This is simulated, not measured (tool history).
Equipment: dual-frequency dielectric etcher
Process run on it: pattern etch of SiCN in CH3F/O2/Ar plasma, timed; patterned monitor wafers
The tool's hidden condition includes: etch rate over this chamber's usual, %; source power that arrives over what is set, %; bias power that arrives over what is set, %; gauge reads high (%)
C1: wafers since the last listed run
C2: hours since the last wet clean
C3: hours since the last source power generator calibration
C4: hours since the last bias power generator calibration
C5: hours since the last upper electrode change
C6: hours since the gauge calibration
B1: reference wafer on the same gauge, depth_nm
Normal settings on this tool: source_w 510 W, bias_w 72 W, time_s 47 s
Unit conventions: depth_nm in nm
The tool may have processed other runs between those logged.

run 1 day=0 | source_w=510 bias_w=72 time_s=47 | C1=0 C2=326.8 C3=2532.9 C4=4218.6 C5=4076.9 C6=296.3 | B1=15.95 | depth_nm=19.16
run 2 day=1.062 | source_w=510 bias_w=72 time_s=47 | C1=355 C2=352.3 C3=2558.4 C4=4244.1 C5=4102.4 C6=321.8 | B1=15.9 | depth_nm=19.38
-- day=2.888 wet clean of the chamber
run 3 day=3.483 | source_w=510 bias_w=72 time_s=47 | C1=474 C2=14.3 C3=2616.5 C4=4302.2 C5=4160.5 C6=379.9 | B1=15.9 | depth_nm=18.83
run 4 day=4.942 | source_w=510 bias_w=72 time_s=47 | C1=487 C2=49.3 C3=2651.5 C4=4337.2 C5=4195.5 C6=414.9 | B1=15.86 | depth_nm=18.92
run 5 day=5.792 | source_w=510 bias_w=72 time_s=47 | C1=284 C2=69.7 C3=2671.9 C4=4357.6 C5=4215.9 C6=435.3 | B1=15.89 | depth_nm=18.92
run 6 day=7.142 | source_w=510 bias_w=63 time_s=52.5 | C1=451 C2=102.1 C3=2704.3 C4=4390 C5=4248.3 C6=467.7 | B1=15.92 | depth_nm=20.14
run 7 day=8.567 | source_w=510 bias_w=72 time_s=47 | C1=476 C2=136.3 C3=2738.5 C4=4424.2 C5=4282.5 C6=501.9 | B1=15.89 | depth_nm=18.97
run 8 day=9.117 | source_w=510 bias_w=72 time_s=47 | C1=183 C2=149.5 C3=2751.7 C4=4437.4 C5=4295.7 C6=515.1 | B1=15.9 | depth_nm=18.9
-- day=9.675 source power generator calibrated
run 9 day=10.046 | source_w=510 bias_w=77 time_s=54 | C1=254 C2=171.8 C3=8.9 C4=4459.7 C5=4318 C6=537.4 | B1=15.89 | depth_nm=22.45
run 10 day=11.512 | source_w=450 bias_w=88 time_s=55 | C1=490 C2=207 C3=44.1 C4=4494.9 C5=4353.2 C6=572.6 | B1=15.92 | depth_nm=22.84
-- day=11.675 gauge calibrated
-- day=13.138 upper electrode replaced, of another model than before
run 11 day=13.158 | source_w=510 bias_w=85 time_s=53.5 | C1=215 C2=246.5 C3=83.6 C4=4534.4 C5=0.5 C6=35.6 | B1=15.89 | depth_nm=23.84
run 12 day=13.417 | source_w=450 bias_w=88 time_s=55 | C1=86 C2=252.7 C3=89.8 C4=4540.6 C5=6.7 C6=41.8 | B1=15.85 | depth_nm=22.94
run 13 day=14.254 | source_w=390 bias_w=56 time_s=47 | C1=279 C2=272.8 C3=109.9 C4=4560.7 C5=26.8 C6=61.9 | B1=15.94 | depth_nm=13.92
-- day=15.808 bias power generator calibrated
-- day=16.4 wet clean of the chamber
run 14 day=16.421 | source_w=510 bias_w=77 time_s=54 | C1=470 C2=0.5 C3=161.9 C4=14.7 C5=78.8 C6=113.9 | B1=15.91 | depth_nm=21.9
run 15 day=16.842 | source_w=510 bias_w=72 time_s=47 | C1=140 C2=10.6 C3=172 C4=24.8 C5=88.9 C6=124 | B1=15.92 | depth_nm=18.56

Expected results for the next run?
run 16 day=18.15 | source_w=560 bias_w=72 time_s=36 | C1=437 C2=42 C3=203.4 C4=56.2 C5=120.3 C6=155.4 | B1=? | depth_nm=?

B1: 15.94
depth_nm: 15.16 nm
Without the tool's hidden state the same run would have given depth_nm 15.05 nm.
